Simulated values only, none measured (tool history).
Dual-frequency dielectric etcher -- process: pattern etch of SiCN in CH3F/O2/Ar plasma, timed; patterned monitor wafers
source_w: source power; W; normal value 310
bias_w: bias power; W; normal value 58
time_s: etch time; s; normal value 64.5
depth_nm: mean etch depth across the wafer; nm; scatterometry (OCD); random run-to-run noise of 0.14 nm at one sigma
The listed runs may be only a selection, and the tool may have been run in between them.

| run | hour | source_w | bias_w | time_s | wafers since the last listed run | hours since the last wet clean | hours since the last source power generator calibration | hours since the last bias power generator calibration | hours since the last upper electrode change | hours since the gauge calibration | read-back reference wafer on the same gauge, depth_nm | depth_nm |
|---|---|---|---|---|---|---|---|---|---|---|---|---|
| 1 | 0.0 | 340 | 58 | 64.5 | 0 | 433.8 | 1664.8 | 2817.7 | 1584.4 | 426.6 | 18.20 | 21.78 |
| 2 | 66.2 | 270 | 63 | 64.5 | 504 | 500.0 | 1731.0 | 2883.9 | 1650.6 | 492.8 | 18.14 | 21.57 |
| 3 | 97.0 | 270 | 63 | 64.5 | 234 | 530.8 | 1761.8 | 2914.7 | 1681.4 | 523.6 | 18.12 | 21.60 |
|  | 148.0 | wet clean of the chamber |
| 4 | 148.5 | 270 | 63 | 64.5 | 209 | 0.5 | 1813.3 | 2966.2 | 1732.9 | 575.1 | 18.09 | 21.64 |
| 5 | 207.2 | 310 | 58 | 51.5 | 447 | 59.2 | 1872.0 | 3024.9 | 1791.6 | 633.8 | 18.04 | 17.17 |
| 6 | 392.5 | 310 | 58 | 51.5 | 1413 | 244.5 | 2057.3 | 3210.2 | 1976.9 | 819.1 | 17.90 | 16.94 |
| 7 | 416.9 | 310 | 58 | 49.5 | 186 | 268.9 | 2081.7 | 3234.6 | 2001.3 | 843.5 | 17.89 | 16.28 |
| 8 | 488.8 | 310 | 58 | 49.5 | 548 | 340.8 | 2153.6 | 3306.5 | 2073.2 | 915.4 | 17.87 | 16.36 |
| 9 | 555.3 | 310 | 58 | 49.5 | 507 | 407.3 | 2220.1 | 3373.0 | 2139.7 | 981.9 | 17.81 | 16.19 |
|  | 605.8 | wet clean of the chamber |
| 10 | 606.5 | 310 | 58 | 49.5 | 207 | 0.7 | 2271.3 | 3424.2 | 2190.9 | 1033.1 | 17.74 | 16.15 |
| 11 | 634.0 | 310 | 58 | 70.0 | 209 | 28.2 | 2298.8 | 3451.7 | 2218.4 | 1060.6 | 17.71 | 22.86 |
|  | 657.9 | gauge calibrated |
| 12 | 705.9 | 350 | 58 | 52.5 | 548 | 100.1 | 2370.7 | 3523.6 | 2290.3 | 48.0 | 18.43 | 18.44 |
|  | 730.0 | bias power generator calibrated |
| 13 | 758.5 | 310 | 53 | 64.5 | 370 | 152.7 | 2423.3 | 28.5 | 2342.9 | 100.6 | 18.40 | 21.13 |
| 14 | 813.0 | 310 | 58 | 51.5 | 415 | 207.2 | 2477.8 | 83.0 | 2397.4 | 155.1 | 18.35 | 17.37 |
|  | 857.0 | upper electrode replaced |
| 15 | 874.7 | 390 | 65 | 77.0 | 287 | 268.9 | 2539.5 | 144.7 | 17.7 | 216.8 | 18.33 | 28.67 |
|  | 938.6 | source power generator calibrated |
| 16 | 1032.5 | 310 | 58 | 51.5 | 1173 | 426.7 | 93.9 | 302.5 | 175.5 | 374.6 | 18.21 | 17.34 |
|  | 1112.5 | wet clean of the chamber |
| 17 | 1158.6 | 250 | 54 | 79.0 | 778 | 46.1 | 220.0 | 428.6 | 301.6 | 500.7 | 18.14 | 24.34 |
| 18 | 1209.3 | 240 | 48 | 81.0 | 386 | 96.8 | 270.7 | 479.3 | 352.3 | 551.4 | 18.05 | 23.54 |

Table of differences, measured result less the result of that run with no hidden state. Run-to-run variation is the same in both. Gauge scatter possibly is not:
What the log doesn't record here: etch rate over this chamber's usual, %; source power that arrives over what is set, %; bias power that arrives over what is set, %; gauge reads high (%).
| run | depth_nm |
|---|---|
| 1 | -0.35 |
| 2 | -0.41 |
| 3 | -0.44 |
| 4 | -0.49 |
| 5 | -0.42 |
| 6 | -0.55 |
| 7 | -0.55 |
| 8 | -0.60 |
| 9 | -0.64 |
| 10 | -0.67 |
| 11 | -0.99 |
| 12 | -0.06 |
| 13 | -0.12 |
| 14 | -0.13 |
| 15 | -0.29 |
| 16 | -0.28 |
| 17 | -0.53 |
| 18 | -0.56 |

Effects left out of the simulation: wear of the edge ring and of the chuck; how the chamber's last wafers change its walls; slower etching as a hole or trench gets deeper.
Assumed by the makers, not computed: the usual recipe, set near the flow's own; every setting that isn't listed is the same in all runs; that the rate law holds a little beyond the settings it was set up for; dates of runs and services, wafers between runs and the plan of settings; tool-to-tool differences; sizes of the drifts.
